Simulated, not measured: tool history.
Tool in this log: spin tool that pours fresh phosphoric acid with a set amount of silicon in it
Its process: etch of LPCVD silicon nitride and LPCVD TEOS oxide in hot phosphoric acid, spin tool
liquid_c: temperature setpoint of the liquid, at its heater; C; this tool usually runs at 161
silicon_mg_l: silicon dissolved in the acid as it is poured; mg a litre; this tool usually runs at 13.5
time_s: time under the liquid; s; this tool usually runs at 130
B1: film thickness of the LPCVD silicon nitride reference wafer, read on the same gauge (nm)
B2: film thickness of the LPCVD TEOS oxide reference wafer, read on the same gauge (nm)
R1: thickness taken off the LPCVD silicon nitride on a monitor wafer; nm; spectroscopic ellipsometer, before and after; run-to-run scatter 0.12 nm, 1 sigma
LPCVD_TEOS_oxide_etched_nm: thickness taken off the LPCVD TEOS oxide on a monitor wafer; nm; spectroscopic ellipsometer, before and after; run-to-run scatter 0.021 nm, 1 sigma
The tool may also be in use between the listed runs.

{"run": 1, "day": 0.0, "liquid_c": 161, "silicon_mg_l": 13.5, "time_s": 80, "B1": 139.99, "B2": 59.964, "R1": 9.5, "LPCVD_TEOS_oxide_etched_nm": 0.232}
{"run": 2, "day": 2.075, "liquid_c": 161, "silicon_mg_l": 13.5, "time_s": 130, "B1": 140.02, "B2": 60.013, "R1": 15.28, "LPCVD_TEOS_oxide_etched_nm": 0.334}
{"run": 3, "day": 5.125, "liquid_c": 161, "silicon_mg_l": 19.5, "time_s": 130, "B1": 140, "B2": 59.98, "R1": 15.48, "LPCVD_TEOS_oxide_etched_nm": 0.329}
{"run": 4, "day": 7.812, "liquid_c": 159, "silicon_mg_l": 13.5, "time_s": 130, "B1": 140.02, "B2": 59.995, "R1": 14.41, "LPCVD_TEOS_oxide_etched_nm": 0.316}
{"run": 5, "day": 10.412, "liquid_c": 159, "silicon_mg_l": 13.5, "time_s": 130, "B1": 140, "B2": 59.983, "R1": 14.45, "LPCVD_TEOS_oxide_etched_nm": 0.299}
{"run": 6, "day": 13.417, "liquid_c": 161, "silicon_mg_l": 13.5, "time_s": 130, "B1": 140, "B2": 60.021, "R1": 15.48, "LPCVD_TEOS_oxide_etched_nm": 0.347}
{"run": 7, "day": 16.038, "liquid_c": 161, "silicon_mg_l": 6.5, "time_s": 170, "B1": 140.02, "B2": 59.957, "R1": 19.98, "LPCVD_TEOS_oxide_etched_nm": 0.563}
{"run": 8, "day": 19.975, "liquid_c": 158.5, "silicon_mg_l": 13.5, "time_s": 130, "B1": 140, "B2": 59.991, "R1": 14.31, "LPCVD_TEOS_oxide_etched_nm": 0.312}
{"day": 20.083, "done": "dissolved silicon flow meter replaced"}
{"run": 9, "day": 21.979, "liquid_c": 161, "silicon_mg_l": 18.5, "time_s": 130, "B1": 140.02, "B2": 59.986, "R1": 15.48, "LPCVD_TEOS_oxide_etched_nm": 0.272}
{"run": 10, "day": 23.821, "liquid_c": 158, "silicon_mg_l": 13.5, "time_s": 130, "B1": 140.01, "B2": 60.002, "R1": 13.92, "LPCVD_TEOS_oxide_etched_nm": 0.322}
{"run": 11, "day": 27.425, "liquid_c": 158, "silicon_mg_l": 8.5, "time_s": 175, "B1": 140.01, "B2": 60.054, "R1": 18.59, "LPCVD_TEOS_oxide_etched_nm": 0.409}
{"day": 29.483, "done": "heated supply line repaired"}
{"day": 33.292, "done": "gauge calibrated"}
{"run": 12, "day": 40.488, "liquid_c": 158.5, "silicon_mg_l": 21, "time_s": 130, "B1": 139.99, "B2": 59.992, "R1": 14.84, "LPCVD_TEOS_oxide_etched_nm": 0.271}
{"day": 43.108, "done": "thermometer replaced"}
{"run": 13, "day": 43.65, "liquid_c": 161, "silicon_mg_l": 13.5, "time_s": 130, "B1": 139.99, "B2": 60.006, "R1": 15.53, "LPCVD_TEOS_oxide_etched_nm": 0.358}
{"run": 14, "day": 47.338, "liquid_c": 158, "silicon_mg_l": 7, "time_s": 170, "B1": 140.01, "B2": 59.992, "R1": 18.23, "LPCVD_TEOS_oxide_etched_nm": 0.429}
{"run": 15, "day": 50.162, "liquid_c": 161, "silicon_mg_l": 4.5, "time_s": 105, "B1": 140.02, "B2": 59.992, "R1": 12.49, "LPCVD_TEOS_oxide_etched_nm": 0.351}
{"run": 16, "day": 53.138, "liquid_c": 161, "silicon_mg_l": 13.5, "time_s": 130, "B1": 140, "B2": 60.012, "R1": 15.16, "LPCVD_TEOS_oxide_etched_nm": 0.346}
{"run": 17, "day": 55.125, "liquid_c": 162, "silicon_mg_l": 3, "time_s": 210, "B1": 140.01, "B2": 59.972, "R1": 25.24, "LPCVD_TEOS_oxide_etched_nm": 0.833}
{"run": 18, "day": 58.125, "liquid_c": 162.5, "silicon_mg_l": 6.5, "time_s": 130, "B1": 140, "B2": 60.007, "R1": 16.35, "LPCVD_TEOS_oxide_etched_nm": 0.475}
{"run": 19, "day": 60.304, "liquid_c": 161, "silicon_mg_l": 13.5, "time_s": 100, "B1": 140, "B2": 60.003, "R1": 11.8, "LPCVD_TEOS_oxide_etched_nm": 0.253}
{"run": 20, "day": 62.838, "liquid_c": 159.5, "silicon_mg_l": 13.5, "time_s": 130, "B1": 140, "B2": 60.022, "R1": 14.66, "LPCVD_TEOS_oxide_etched_nm": 0.295}
{"run": 21, "day": 64.833, "liquid_c": 161, "silicon_mg_l": 13.5, "time_s": 130, "B1": 140, "B2": 60.033, "R1": 15.17, "LPCVD_TEOS_oxide_etched_nm": 0.388}

What if the next run were any one of these 5? Each begins from the tool's condition after run 21:
{"run": "A", "day": 64.854, "liquid_c": 161, "silicon_mg_l": 13.5, "time_s": 130, "B1": "?", "B2": "?", "R1": "?", "LPCVD_TEOS_oxide_etched_nm": "?"}
{"run": "B", "day": 64.854, "liquid_c": 161, "silicon_mg_l": 8.5, "time_s": 130, "B1": "?", "B2": "?", "R1": "?", "LPCVD_TEOS_oxide_etched_nm": "?"}
{"run": "C", "day": 64.854, "liquid_c": 159.5, "silicon_mg_l": 16.5, "time_s": 150, "B1": "?", "B2": "?", "R1": "?", "LPCVD_TEOS_oxide_etched_nm": "?"}
{"run": "D", "day": 64.854, "liquid_c": 163, "silicon_mg_l": 21, "time_s": 175, "B1": "?", "B2": "?", "R1": "?", "LPCVD_TEOS_oxide_etched_nm": "?"}
{"run": "E", "day": 64.854, "liquid_c": 159, "silicon_mg_l": 20, "time_s": 130, "B1": "?", "B2": "?", "R1": "?", "LPCVD_TEOS_oxide_etched_nm": "?"}

run=A B1=140 B2=59.977 R1=15.38 LPCVD_TEOS_oxide_etched_nm=0.364
run=B B1=140 B2=59.977 R1=15.38 LPCVD_TEOS_oxide_etched_nm=0.408
run=C B1=140 B2=59.977 R1=16.87 LPCVD_TEOS_oxide_etched_nm=0.349
run=D B1=140 B2=59.977 R1=22.13 LPCVD_TEOS_oxide_etched_nm=0.465
run=E B1=140 B2=59.977 R1=14.38 LPCVD_TEOS_oxide_etched_nm=0.265
What these runs would have given with no unlogged condition in the tool:
run=A R1=15.55 LPCVD_TEOS_oxide_etched_nm=0.373
run=B R1=15.55 LPCVD_TEOS_oxide_etched_nm=0.418
run=C R1=17.06 LPCVD_TEOS_oxide_etched_nm=0.358
run=D R1=22.37 LPCVD_TEOS_oxide_etched_nm=0.477
run=E R1=14.54 LPCVD_TEOS_oxide_etched_nm=0.271

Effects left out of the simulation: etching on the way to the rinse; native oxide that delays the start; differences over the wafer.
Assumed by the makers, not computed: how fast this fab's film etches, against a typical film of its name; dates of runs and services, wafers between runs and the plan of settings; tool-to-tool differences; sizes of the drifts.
